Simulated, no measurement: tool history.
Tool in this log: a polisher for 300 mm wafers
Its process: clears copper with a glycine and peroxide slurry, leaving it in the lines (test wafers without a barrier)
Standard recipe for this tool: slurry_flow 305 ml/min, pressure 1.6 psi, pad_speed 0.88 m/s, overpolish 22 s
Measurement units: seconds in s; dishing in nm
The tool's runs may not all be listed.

run   hour  slurry_flow  pressure  pad_speed  overpolish  incoming thickness of the incoming film, nm  seconds  dishing
  1      0          305       1.6       0.98          22                                        461.5    135.9     51.9
       9.1  -- slurry nozzle cleaned
  2   68.1          305       1.8       0.88          22                                        462.2    140.5     51.6
  3  127.1          305       1.6        0.8          22                                        461.2    158.2     45.1
  4  158.6          305       1.6        0.8          22                                          460    158.3     45.5
  5    227          305       1.6        0.8          22                                        456.6    158.8     46.4
  6  260.9          305       1.6       0.88          22                                        459.4    150.4     47.4
     311.6  -- worn pad replaced by a new one
  7  312.1          305       1.6       0.88          22                                        466.6    152.8     49.6
  8  377.7          305       1.6       0.88          22                                        460.9    149.8     47.3
  9  428.4          305       1.6       0.88          22                                        460.8    153.6     48.5
     456.5  -- head pressure recalibrated
 10  479.3          305       1.6       0.88          22                                        466.6      144     48.6
 11  529.8          305       1.6       0.82          22                                        464.5    156.1     47.3
 12  581.7          360       1.4       1.04          29                                        457.6    141.1     61.4
     612.5  -- slurry nozzle cleaned
 13  624.4          305       1.6        0.8          22                                        457.2    158.5     45.7
 14  656.6          340       2.1       0.88          10                                        461.5    132.1     27.6
 15    683          305       1.6       0.88          22                                        458.9    151.6     47.6
     715.9  -- worn pad replaced by a new one
 16  731.4          370       1.3       0.88          11                                        455.9    164.8     22.9

For run 17, what comes out?
 17  783.7          255       1.3       1.08          22                                        451.3        ?        ?

{"run 17": {"seconds": 147.3, "dishing": 45.7}}
If the tool had no hidden condition, the same run with the same run-to-run variation would have returned seconds 139.3 s, dishing 48.1 nm.
